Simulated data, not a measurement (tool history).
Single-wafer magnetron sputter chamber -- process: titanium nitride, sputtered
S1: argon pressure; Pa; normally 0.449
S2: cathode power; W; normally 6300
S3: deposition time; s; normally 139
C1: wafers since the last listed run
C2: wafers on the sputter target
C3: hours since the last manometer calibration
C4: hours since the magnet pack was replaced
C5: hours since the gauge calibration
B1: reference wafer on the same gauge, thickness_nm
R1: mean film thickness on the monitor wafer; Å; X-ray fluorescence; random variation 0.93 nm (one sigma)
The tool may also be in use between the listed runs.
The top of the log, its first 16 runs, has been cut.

Run 17, hour 253.7: usual settings but S1 0.607 Pa, S2 5650 W, S3 111 s; C1 206; C2 5534; C3 2583.4; C4 9869.9; C5 598.1; B1 142.034. Result: R1 1071.72 Å.
Run 18, hour 270.0: usual settings but S1 0.339 Pa, S2 5300 W; C1 198; C2 5733; C3 2599.7; C4 9886.2; C5 614.4; B1 142.061. Result: R1 1336.60 Å.
At hour 271.6: gauge calibrated.
Run 19, hour 282.9: usual settings but S1 0.572 Pa, S3 155 s; C1 157; C2 5891; C3 2612.6; C4 9899.1; C5 11.3; B1 142.138. Result: R1 1650.80 Å.
Run 20, hour 296.9: usual settings; C1 170; C2 6061; C3 2626.6; C4 9913.1; C5 25.3; B1 142.242. Result: R1 1533.64 Å.
At hour 306.4: capacitance manometer re-zeroed and calibrated.
At hour 310.1: magnet pack replaced.
Run 21, hour 310.6: usual settings but S1 0.315 Pa, S2 7200 W, S3 115 s; C1 24; C2 6086; C3 4.2; C4 0.5; C5 39.0; B1 142.125. Result: R1 1463.96 Å.
Run 22, hour 319.3: usual settings; C1 106; C2 6192; C3 12.9; C4 9.2; C5 47.7; B1 141.842. Result: R1 1516.06 Å.
Run 23, hour 330.4: usual settings but S1 0.367 Pa, S2 7250 W, S3 163 s; C1 135; C2 6327; C3 24.0; C4 20.3; C5 58.8; B1 142.040. Result: R1 2022.80 Å.
Run 24, hour 347.2: usual settings but S1 0.321 Pa, S3 115 s; C1 204; C2 6532; C3 40.8; C4 37.1; C5 75.6; B1 141.894. Result: R1 1291.54 Å.
Run 25, hour 358.8: usual settings but S1 0.593 Pa, S3 156 s; C1 141; C2 6673; C3 52.4; C4 48.7; C5 87.2; B1 142.107. Result: R1 1637.87 Å.
At hour 383.6: sputter target and shields replaced.
Run 26, hour 384.1: usual settings but S1 0.520 Pa, S3 152 s; C1 210; C2 6; C3 77.7; C4 74.0; C5 112.5; B1 141.982. Result: R1 1703.54 Å.
Run 27, hour 392.8: usual settings but S2 5100 W, S3 159 s; C1 106; C2 112; C3 86.4; C4 82.7; C5 121.2; B1 141.676. Result: R1 1502.87 Å.
Run 28, hour 406.4: usual settings but S3 112 s; C1 165; C2 278; C3 100.0; C4 96.3; C5 134.8; B1 141.882. Result: R1 1283.53 Å.
Run 29, hour 419.7: usual settings; C1 162; C2 440; C3 113.3; C4 109.6; C5 148.1; B1 141.946. Result: R1 1588.17 Å.
Run 30, hour 433.0: usual settings but S1 0.514 Pa, S2 4750 W, S3 150 s; C1 162; C2 602; C3 126.6; C4 122.9; C5 161.4; B1 142.099. Result: R1 1318.87 Å.
Run 31, hour 444.7: usual settings but S1 0.380 Pa, S2 7100 W, S3 155 s; C1 142; C2 745; C3 138.3; C4 134.6; C5 173.1; B1 141.969. Result: R1 1973.86 Å.
Run 32, hour 454.5: usual settings; C1 119; C2 864; C3 148.1; C4 144.4; C5 182.9; B1 142.091. Result: R1 1574.62 Å.
Run 33, hour 463.2: usual settings; C1 106; C2 970; C3 156.8; C4 153.1; C5 191.6; B1 141.880. Result: R1 1576.99 Å.
Run 34, hour 470.7: usual settings but S2 5600 W, S3 127 s; C1 91; C2 1062; C3 164.3; C4 160.6; C5 199.1; B1 142.290. Result: R1 1311.71 Å.
Run 35, hour 486.7: usual settings; C1 195; C2 1257; C3 180.3; C4 176.6; C5 215.1; B1 142.071. Result: R1 1573.87 Å.
Run 36, hour 493.0: usual settings but S1 0.318 Pa, S2 5050 W, S3 120 s; C1 76; C2 1333; C3 186.6; C4 182.9; C5 221.4; B1 141.980. Result: R1 1156.24 Å.

3 options for the next run, each taken on its own from the tool as it stands now. Forecast them:
Run A, hour 493.4: usual settings but S3 154 s; C1 4; C2 1338; C3 187.0; C4 183.3; C5 221.8; B1 ?. Result: R1 ?.
Run B, hour 493.4: usual settings but S2 4850 W; C1 4; C2 1338; C3 187.0; C4 183.3; C5 221.8; B1 ?. Result: R1 ?.
Run C, hour 493.4: usual settings but S2 4800 W, S3 131 s; C1 4; C2 1338; C3 187.0; C4 183.3; C5 221.8; B1 ?. Result: R1 ?.

run       B1       R1
  A  142.054  1748.21
  B  142.054  1263.07
  C  142.054  1180.14
Had the tool no hidden state, the same runs would have come out as:
run       R1
  A  1764.48
  B  1274.82
  C  1191.12

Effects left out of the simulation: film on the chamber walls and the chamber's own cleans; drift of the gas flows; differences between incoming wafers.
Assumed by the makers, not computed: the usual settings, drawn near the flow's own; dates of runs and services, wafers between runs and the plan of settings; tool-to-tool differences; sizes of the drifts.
